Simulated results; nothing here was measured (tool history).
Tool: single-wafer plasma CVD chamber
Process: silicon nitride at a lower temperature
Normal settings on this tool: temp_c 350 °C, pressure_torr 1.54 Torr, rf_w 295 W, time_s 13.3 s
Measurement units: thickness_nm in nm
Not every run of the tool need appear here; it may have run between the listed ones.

run,hour,temp_c,pressure_torr,rf_w,time_s,wafers since the last listed run,hours since the last thermocouple change,hours since the last RF generator calibration,hours since the last manometer calibration,hours since the showerhead was replaced,hours since the gauge calibration,"read-back reference wafer on the same gauge, thickness_nm",thickness_nm
1,0,344,1.54,295,13.3,0,2054,0.5,940.8,10.4,237,17.287,14.739
# hour 11.9: capacitance manometer re-zeroed and calibrated
2,13.8,344,1.54,295,13.3,127,2067.8,14.3,1.9,24.2,250.8,17.317,14.707
3,20.1,344,1.54,295,13.3,138,2074.1,20.6,8.2,30.5,257.1,17.282,14.736
4,29.1,350,1.54,250,13.3,197,2083.1,29.6,17.2,39.5,266.1,17.321,12.788
5,56.2,350,1.2,295,13.3,594,2110.2,56.7,44.3,66.6,293.2,17.306,13.588
6,64.4,350,1.78,340,13.3,179,2118.4,64.9,52.5,74.8,301.4,17.298,17.167
7,70.8,336,1.37,295,13.3,140,2124.8,71.3,58.9,81.2,307.8,17.302,14.185
# hour 85.6: RF generator calibrated, repeated, since the last time left the tool worse
8,102.6,336,1.8,295,13.3,522,2156.6,17,90.7,113,339.6,17.284,16.736
9,116.4,336,1.54,295,11.9,302,2170.4,30.8,104.5,126.8,353.4,17.301,14.441
10,134.2,350,1.78,295,13.3,390,2188.2,48.6,122.3,144.6,371.2,17.293,16.517
11,149,337,1.31,245,14.1,324,2203,63.4,137.1,159.4,386,17.289,13.93
12,157.3,345,1.88,335,12.5,182,2211.3,71.7,145.4,167.7,394.3,17.292,17.371
13,174.8,340,1.29,295,13.3,383,2228.8,89.2,162.9,185.2,411.8,17.307,15.187
14,191.8,336,1.54,295,13.3,372,2245.8,106.2,179.9,202.2,428.8,17.291,16.056
# hour 200.7: thermocouple changed; heater temperature recalibrated
15,201.2,360,1.32,295,13.3,30,0.5,115.6,189.3,211.6,438.2,17.307,15.114
16,218.3,355,1.18,310,14.2,375,17.6,132.7,206.4,228.7,455.3,17.296,16.298
# hour 229.7: gauge calibrated
17,231,350,1.82,295,13.3,278,30.3,145.4,219.1,241.4,1.3,17.315,16.772
18,238.1,350,1.37,320,12,155,37.4,152.5,226.2,248.5,8.4,17.291,14.814
19,250.4,350,1.54,295,13.3,269,49.7,164.8,238.5,260.8,20.7,17.295,15.882
20,261,350,1.69,295,12.1,232,60.3,175.4,249.1,271.4,31.3,17.292,14.808
21,270.8,350,1.54,335,15.2,214,70.1,185.2,258.9,281.2,41.1,17.3,19.871
22,313.1,350,1.73,295,13.3,927,112.4,227.5,301.2,323.5,83.4,17.298,16.383
23,320.9,362,1.33,340,13.3,171,120.2,235.3,309,331.3,91.2,17.31,16.755
24,334.9,350,1.54,295,13.3,307,134.2,249.3,323,345.3,105.2,17.299,15.917
25,348.7,350,1.54,295,13.3,302,148,263.1,336.8,359.1,119,17.303,15.83
26,363.3,350,1.32,295,11.6,320,162.6,277.7,351.4,373.7,133.6,17.279,13.211
27,369.8,350,1.54,255,12.4,142,169.1,284.2,357.9,380.2,140.1,17.293,13.103

What would each run have given without the hidden state, its run-to-run variation left as it was?
The tool's hidden condition here consists of: wafer temperature above the value expected at the setpoint (K); delivered RF power above the setpoint (%); true pressure above the setpoint (%); gauge reads high (%).
run,thickness_nm
1,16.074
2,16.044
3,16.078
4,14.018
5,14.838
6,18.659
7,15.495
8,16.833
9,14.528
10,16.622
11,14.027
12,17.482
13,15.296
14,16.177
15,15.231
16,16.426
17,16.912
18,14.937
19,16.021
20,14.94
21,20.041
22,16.546
23,16.914
24,16.083
25,15.999
26,13.357
27,13.254
